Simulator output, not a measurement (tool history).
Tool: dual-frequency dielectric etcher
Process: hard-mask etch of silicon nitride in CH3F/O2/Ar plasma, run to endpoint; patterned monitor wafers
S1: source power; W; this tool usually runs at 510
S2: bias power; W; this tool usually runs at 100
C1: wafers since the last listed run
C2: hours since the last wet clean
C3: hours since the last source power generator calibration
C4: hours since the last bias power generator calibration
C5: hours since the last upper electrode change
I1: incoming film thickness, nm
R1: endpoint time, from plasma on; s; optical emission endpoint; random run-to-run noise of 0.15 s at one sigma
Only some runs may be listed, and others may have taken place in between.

run 1 hour=0.0 | S1=480 S2=91 | C1=0 C2=27.6 C3=3903.3 C4=1628.7 C5=5075.3 | I1=29.00 | R1=36.6
run 2 hour=166.7 | S1=510 S2=100 | C1=1572 C2=194.3 C3=4070.0 C4=1795.4 C5=5242.0 | I1=29.01 | R1=34.5
run 3 hour=262.4 | S1=510 S2=100 | C1=902 C2=290.0 C3=4165.7 C4=1891.1 C5=5337.7 | I1=29.12 | R1=34.5
run 4 hour=299.9 | S1=510 S2=100 | C1=353 C2=327.5 C3=4203.2 C4=1928.6 C5=5375.2 | I1=29.23 | R1=34.6
run 5 hour=355.9 | S1=510 S2=100 | C1=528 C2=383.5 C3=4259.2 C4=1984.6 C5=5431.2 | I1=29.41 | R1=34.7
-- hour=384.9 upper electrode replaced
run 6 hour=415.1 | S1=510 S2=100 | C1=332 C2=442.7 C3=4318.4 C4=2043.8 C5=30.2 | I1=29.28 | R1=34.6
run 7 hour=449.4 | S1=510 S2=100 | C1=323 C2=477.0 C3=4352.7 C4=2078.1 C5=64.5 | I1=29.16 | R1=34.2
run 8 hour=475.9 | S1=510 S2=100 | C1=250 C2=503.5 C3=4379.2 C4=2104.6 C5=91.0 | I1=28.69 | R1=33.7
-- hour=559.8 wet clean of the chamber
run 9 hour=669.7 | S1=510 S2=100 | C1=1602 C2=109.9 C3=4573.0 C4=2298.4 C5=284.8 | I1=29.00 | R1=34.0
run 10 hour=719.2 | S1=510 S2=100 | C1=467 C2=159.4 C3=4622.5 C4=2347.9 C5=334.3 | I1=29.02 | R1=34.1
-- hour=811.6 bias power generator calibrated
run 11 hour=921.5 | S1=510 S2=86 | C1=1871 C2=361.7 C3=4824.8 C4=109.9 C5=536.6 | I1=28.98 | R1=36.9
run 12 hour=982.0 | S1=450 S2=120 | C1=570 C2=422.2 C3=4885.3 C4=170.4 C5=597.1 | I1=29.16 | R1=34.1
run 13 hour=1037.3 | S1=570 S2=100 | C1=521 C2=477.5 C3=4940.6 C4=225.7 C5=652.4 | I1=29.08 | R1=33.3
run 14 hour=1083.1 | S1=640 S2=100 | C1=432 C2=523.3 C3=4986.4 C4=271.5 C5=698.2 | I1=29.12 | R1=31.9
run 15 hour=1125.1 | S1=510 S2=120 | C1=396 C2=565.3 C3=5028.4 C4=313.5 C5=740.2 | I1=28.66 | R1=32.2
-- hour=1202.2 wet clean of the chamber
run 16 hour=1202.7 | S1=510 S2=100 | C1=505 C2=0.5 C3=5106.0 C4=391.1 C5=817.8 | I1=28.79 | R1=34.7
run 17 hour=1248.8 | S1=630 S2=89 | C1=434 C2=46.6 C3=5152.1 C4=437.2 C5=863.9 | I1=28.98 | R1=33.4
-- hour=1253.8 source power generator calibrated
run 18 hour=1274.9 | S1=400 S2=86 | C1=208 C2=72.7 C3=21.1 C4=463.3 C5=890.0 | I1=29.01 | R1=40.7
run 19 hour=1322.0 | S1=560 S2=116 | C1=444 C2=119.8 C3=68.2 C4=510.4 C5=937.1 | I1=28.95 | R1=31.8
run 20 hour=1392.9 | S1=510 S2=100 | C1=668 C2=190.7 C3=139.1 C4=581.3 C5=1008.0 | I1=29.24 | R1=35.0
run 21 hour=1422.5 | S1=440 S2=77 | C1=279 C2=220.3 C3=168.7 C4=610.9 C5=1037.6 | I1=28.91 | R1=40.7
run 22 hour=1450.3 | S1=510 S2=109 | C1=262 C2=248.1 C3=196.5 C4=638.7 C5=1065.4 | I1=29.16 | R1=33.7
run 23 hour=1486.1 | S1=510 S2=115 | C1=337 C2=283.9 C3=232.3 C4=674.5 C5=1101.2 | I1=29.00 | R1=32.7
run 24 hour=1512.4 | S1=510 S2=121 | C1=248 C2=310.2 C3=258.6 C4=700.8 C5=1127.5 | I1=28.73 | R1=32.0
run 25 hour=1564.3 | S1=510 S2=100 | C1=489 C2=362.1 C3=310.5 C4=752.7 C5=1179.4 | I1=29.24 | R1=34.9
run 26 hour=1593.7 | S1=550 S2=86 | C1=277 C2=391.5 C3=339.9 C4=782.1 C5=1208.8 | I1=29.21 | R1=36.3
run 27 hour=1632.5 | S1=420 S2=100 | C1=366 C2=430.3 C3=378.7 C4=820.9 C5=1247.6 | I1=28.95 | R1=37.5
run 28 hour=1667.5 | S1=420 S2=85 | C1=330 C2=465.3 C3=413.7 C4=855.9 C5=1282.6 | I1=28.71 | R1=39.5
run 29 hour=1697.7 | S1=570 S2=115 | C1=284 C2=495.5 C3=443.9 C4=886.1 C5=1312.8 | I1=29.01 | R1=31.6
run 30 hour=1744.3 | S1=510 S2=100 | C1=439 C2=542.1 C3=490.5 C4=932.7 C5=1359.4 | I1=28.91 | R1=34.6
-- hour=1812.5 wet clean of the chamber
run 31 hour=1813.0 | S1=560 S2=100 | C1=421 C2=0.5 C3=559.2 C4=1001.4 C5=1428.1 | I1=29.19 | R1=33.5
run 32 hour=1863.7 | S1=540 S2=111 | C1=478 C2=51.2 C3=609.9 C4=1052.1 C5=1478.8 | I1=28.98 | R1=32.7
run 33 hour=1932.4 | S1=620 S2=116 | C1=648 C2=119.9 C3=678.6 C4=1120.8 C5=1547.5 | I1=29.18 | R1=30.5
run 34 hour=1961.3 | S1=510 S2=100 | C1=272 C2=148.8 C3=707.5 C4=1149.7 C5=1576.4 | I1=29.00 | R1=34.4

Describe how what the log doesn't record of the tool's condition differs between the last listed run preceding each entry between runs and the first listed run following it.
From run 5 to run 6: upper electrode replaced (hour 384.9)
  bias power that arrives over what is set, %: 3.67 -> 3.88
  measured value less the no-hidden-state value, R1: -0.5 -> -0.5 s
From run 8 to run 9: wet clean of the chamber (hour 559.8)
  bias power that arrives over what is set, %: 4.11 -> 4.87
  measured value less the no-hidden-state value, R1: -0.5 -> -0.6 s
From run 10 to run 11: bias power generator calibrated (hour 811.6)
  bias power that arrives over what is set, %: 5.07 -> 0.0309
  measured value less the no-hidden-state value, R1: -0.7 -> +0.0 s
From run 15 to run 16: wet clean of the chamber (hour 1202.2)
  bias power that arrives over what is set, %: 0.107 -> 0.156
  measured value less the no-hidden-state value, R1: -0.1 -> -0.1 s
From run 17 to run 18: source power generator calibrated (hour 1253.8)
  bias power that arrives over what is set, %: 0.19 -> 0.211
  measured value less the no-hidden-state value, R1: +0.0 -> +0.0 s
From run 30 to run 31: wet clean of the chamber (hour 1812.5)
  bias power that arrives over what is set, %: 0.792 -> 0.91
  measured value less the no-hidden-state value, R1: -0.1 -> -0.2 s
